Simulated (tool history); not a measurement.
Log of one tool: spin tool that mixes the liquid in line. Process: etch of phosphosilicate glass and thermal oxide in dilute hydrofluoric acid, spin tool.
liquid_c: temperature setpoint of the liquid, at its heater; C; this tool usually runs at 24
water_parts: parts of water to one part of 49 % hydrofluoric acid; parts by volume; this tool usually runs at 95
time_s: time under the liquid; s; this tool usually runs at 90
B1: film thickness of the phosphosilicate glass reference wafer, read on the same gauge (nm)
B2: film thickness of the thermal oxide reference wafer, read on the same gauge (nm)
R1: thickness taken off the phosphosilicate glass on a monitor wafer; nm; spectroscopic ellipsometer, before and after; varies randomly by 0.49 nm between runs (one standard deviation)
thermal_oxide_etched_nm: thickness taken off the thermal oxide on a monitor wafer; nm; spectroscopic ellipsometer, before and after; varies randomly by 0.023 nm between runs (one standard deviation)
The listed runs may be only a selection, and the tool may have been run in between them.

Run 1, hour 0: usual settings but time_s 105 s; B1 69.97; B2 40.005. Result: R1 70.36 nm, thermal_oxide_etched_nm 5.95 nm.
Run 2, hour 89.9: usual settings but liquid_c 27 C; B1 69.99; B2 39.998. Result: R1 68.81 nm, thermal_oxide_etched_nm 5.76 nm.
At hour 104.1: hydrofluoric acid flow meter replaced.
Run 3, hour 153.2: usual settings but liquid_c 27 C; B1 70.01; B2 40.051. Result: R1 62.99 nm, thermal_oxide_etched_nm 5.239 nm.
Run 4, hour 285.8: usual settings but liquid_c 21 C, water_parts 65 parts by volume; B1 70; B2 39.975. Result: R1 74.26 nm, thermal_oxide_etched_nm 6.369 nm.
Run 5, hour 337: usual settings; B1 70.03; B2 39.953. Result: R1 56.5 nm, thermal_oxide_etched_nm 4.722 nm.
Run 6, hour 369.2: usual settings; B1 70.03; B2 40.047. Result: R1 56.65 nm, thermal_oxide_etched_nm 4.746 nm.
Run 7, hour 393.4: usual settings but water_parts 125 parts by volume; B1 70.03; B2 39.958. Result: R1 41.44 nm, thermal_oxide_etched_nm 3.481 nm.
Run 8, hour 471.9: usual settings; B1 70.04; B2 40.013. Result: R1 56.45 nm, thermal_oxide_etched_nm 4.706 nm.
At hour 497.4: thermometer replaced.
Run 9, hour 513.4: usual settings but water_parts 80 parts by volume; B1 70.01; B2 40.005. Result: R1 67.78 nm, thermal_oxide_etched_nm 5.763 nm.
Run 10, hour 573.2: usual settings but time_s 120 s; B1 70; B2 39.996. Result: R1 75.42 nm, thermal_oxide_etched_nm 6.395 nm.
Run 11, hour 621.7: usual settings; B1 70; B2 39.968. Result: R1 58.02 nm, thermal_oxide_etched_nm 4.822 nm.
Run 12, hour 673.9: usual settings but time_s 120 s; B1 70.01; B2 40.003. Result: R1 75.27 nm, thermal_oxide_etched_nm 6.469 nm.
Run 13, hour 707.6: usual settings but liquid_c 27 C, time_s 65 s; B1 70.02; B2 39.995. Result: R1 45.97 nm, thermal_oxide_etched_nm 3.945 nm.
Run 14, hour 765.3: usual settings; B1 70.01; B2 40.029. Result: R1 57.76 nm, thermal_oxide_etched_nm 4.822 nm.
Run 15, hour 795.4: usual settings but liquid_c 19.5 C; B1 70.04; B2 39.966. Result: R1 47.44 nm, thermal_oxide_etched_nm 4.073 nm.
Run 16, hour 855.7: usual settings but liquid_c 28 C, water_parts 55 parts by volume; B1 69.98; B2 39.975. Result: R1 122.99 nm, thermal_oxide_etched_nm 10.335 nm.

What will run 17 give?
Run 17, hour 896.1: usual settings but water_parts 60 parts by volume; B1 ?; B2 ?. Result: R1 ?, thermal_oxide_etched_nm ?.

B1: 70.01
B2: 40.011
R1: 96.15 nm
thermal_oxide_etched_nm: 8.057 nm
Had the tool carried no hidden state, the very same run would have given R1 89.92 nm, thermal_oxide_etched_nm 7.535 nm.
